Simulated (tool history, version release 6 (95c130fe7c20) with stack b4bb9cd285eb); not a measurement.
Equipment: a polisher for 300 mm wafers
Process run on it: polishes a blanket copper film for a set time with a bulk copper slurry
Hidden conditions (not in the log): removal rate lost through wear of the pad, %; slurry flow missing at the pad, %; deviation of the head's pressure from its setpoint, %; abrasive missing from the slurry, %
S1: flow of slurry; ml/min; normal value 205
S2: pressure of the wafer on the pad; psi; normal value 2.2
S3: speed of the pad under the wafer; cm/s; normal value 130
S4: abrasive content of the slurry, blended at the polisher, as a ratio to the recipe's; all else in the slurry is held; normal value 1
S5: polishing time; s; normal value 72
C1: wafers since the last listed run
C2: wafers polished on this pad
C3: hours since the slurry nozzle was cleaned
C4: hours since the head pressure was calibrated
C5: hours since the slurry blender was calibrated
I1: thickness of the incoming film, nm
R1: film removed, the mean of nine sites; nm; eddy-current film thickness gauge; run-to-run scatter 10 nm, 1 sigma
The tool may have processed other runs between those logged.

Run 1, day 0: usual settings but S1 225 ml/min; C1 0; C2 1050; C3 197.2; C4 151.4; C5 139.5; I1 1868.4. Result: R1 717.3 nm.
At day 0.942: slurry nozzle cleaned.
Run 2, day 1.971: usual settings but S1 225 ml/min; C1 437; C2 1488; C3 24.7; C4 198.7; C5 186.8; I1 1872.2. Result: R1 776.8 nm.
At day 3.238: slurry blender recalibrated.
Run 3, day 4.167: usual settings but S1 225 ml/min; C1 478; C2 1966; C3 77.4; C4 251.4; C5 22.3; I1 1870.6. Result: R1 764.2 nm.
At day 5.229: worn pad replaced by a new one.
Run 4, day 6.721: usual settings; C1 541; C2 338; C3 138.7; C4 312.7; C5 83.6; I1 1827.2. Result: R1 739.7 nm.
Run 5, day 8.704: usual settings; C1 449; C2 787; C3 186.3; C4 360.3; C5 131.2; I1 1858.3. Result: R1 702.2 nm.
Run 6, day 10.596: usual settings; C1 428; C2 1216; C3 231.7; C4 405.7; C5 176.6; I1 1881.8. Result: R1 709.4 nm.
Run 7, day 11.629: usual settings but S3 112 cm/s; C1 234; C2 1450; C3 256.5; C4 430.5; C5 201.4; I1 1868.3. Result: R1 578.9 nm.
At day 11.688: slurry nozzle cleaned.
At day 13.167: slurry blender recalibrated.
Run 8, day 13.404: usual settings but S3 112 cm/s; C1 373; C2 1824; C3 41.2; C4 473.1; C5 5.7; I1 1861.9. Result: R1 645.1 nm.
At day 13.9: worn pad replaced by a new one.
Run 9, day 15.275: usual settings but S3 112 cm/s; C1 386; C2 311; C3 86.1; C4 518; C5 50.6; I1 1870.2. Result: R1 638.7 nm.
Run 10, day 17.2: usual settings; C1 436; C2 747; C3 132.3; C4 564.2; C5 96.8; I1 1875.8. Result: R1 723.2 nm.
Run 11, day 19.067: usual settings; C1 423; C2 1170; C3 177.1; C4 609; C5 141.6; I1 1858.7. Result: R1 705.7 nm.
At day 19.933: slurry nozzle cleaned.
At day 21.579: slurry blender recalibrated.
Run 12, day 21.688: usual settings but S5 87 s; C1 565; C2 1736; C3 42.1; C4 671.9; C5 2.6; I1 1826.7. Result: R1 886.4 nm.
At day 23.504: worn pad replaced by a new one.
Run 13, day 24.483: usual settings but S1 170 ml/min, S2 1.7 psi, S3 150 cm/s, S5 60 s; C1 595; C2 221; C3 109.2; C4 739; C5 69.7; I1 1890.3. Result: R1 517.1 nm.
Run 14, day 25.933: usual settings but S1 155 ml/min, S5 54 s; C1 328; C2 550; C3 144; C4 773.8; C5 104.5; I1 1858. Result: R1 511.8 nm.
Run 15, day 28.879: usual settings but S1 160 ml/min, S2 2.6 psi, S3 170 cm/s, S5 65 s; C1 667; C2 1217; C3 214.7; C4 844.5; C5 175.2; I1 1856.2. Result: R1 850.5 nm.
At day 28.996: slurry nozzle cleaned.
Run 16, day 30.196: usual settings but S1 270 ml/min, S2 1.6 psi, S3 158 cm/s, S5 58 s; C1 288; C2 1506; C3 28.8; C4 876.1; C5 206.8; I1 1883. Result: R1 557.6 nm.
At day 31.767: slurry blender recalibrated.
At day 32.512: worn pad replaced by a new one.
Run 17, day 32.679: usual settings but S1 255 ml/min, S4 0.7, S5 82 s; C1 506; C2 38; C3 88.4; C4 935.7; C5 21.9; I1 1887.4. Result: R1 832.3 nm.
At day 33.108: head pressure recalibrated.
Run 18, day 35.55: usual settings but S1 145 ml/min; C1 631; C2 669; C3 157.3; C4 58.6; C5 90.8; I1 1838.5. Result: R1 640 nm.
Run 19, day 37.492: usual settings but S4 1.25; C1 440; C2 1109; C3 203.9; C4 105.2; C5 137.4; I1 1878.1. Result: R1 685.4 nm.
At day 37.717: slurry nozzle cleaned.
Run 20, day 39.433: usual settings but S3 114 cm/s, S4 0.9; C1 430; C2 1540; C3 41.2; C4 151.8; C5 184; I1 1873.9. Result: R1 681.9 nm.
At day 40.808: slurry blender recalibrated.
Run 21, day 41.192: usual settings but S3 100 cm/s, S5 59 s; C1 379; C2 1920; C3 83.4; C4 194; C5 9.2; I1 1876.7. Result: R1 490.2 nm.
Run 22, day 42.683: usual settings but S3 112 cm/s; C1 338; C2 2258; C3 119.2; C4 229.8; C5 45; I1 1845.5. Result: R1 660.7 nm.
At day 43.054: worn pad replaced by a new one.
Run 23, day 45.25: usual settings; C1 543; C2 497; C3 180.8; C4 291.4; C5 106.6; I1 1862.6. Result: R1 726.8 nm.
Run 24, day 47.462: usual settings but S3 112 cm/s; C1 501; C2 999; C3 233.9; C4 344.5; C5 159.7; I1 1843.6. Result: R1 614 nm.

Alternative continuations, all from the tool just after run 24; predict every row:
Run A, day 47.479: usual settings but S3 168 cm/s; C1 3; C2 1003; C3 234.3; C4 344.9; C5 160.1; I1 1865.8. Result: R1 ?.
Run B, day 47.479: usual settings but S1 185 ml/min, S2 1.9 psi, S4 1.15, S5 65 s; C1 3; C2 1003; C3 234.3; C4 344.9; C5 160.1; I1 1865.8. Result: R1 ?.
Run C, day 47.479: usual settings but S3 114 cm/s, S4 1.2, S5 59 s; C1 3; C2 1003; C3 234.3; C4 344.9; C5 160.1; I1 1865.8. Result: R1 ?.

run     R1
  A  851.6
  B  534.5
  C  515.2
Without the tool's unlogged condition, the same runs would have read:
run     R1
  A  945.9
  B  600.6
  C  572.3
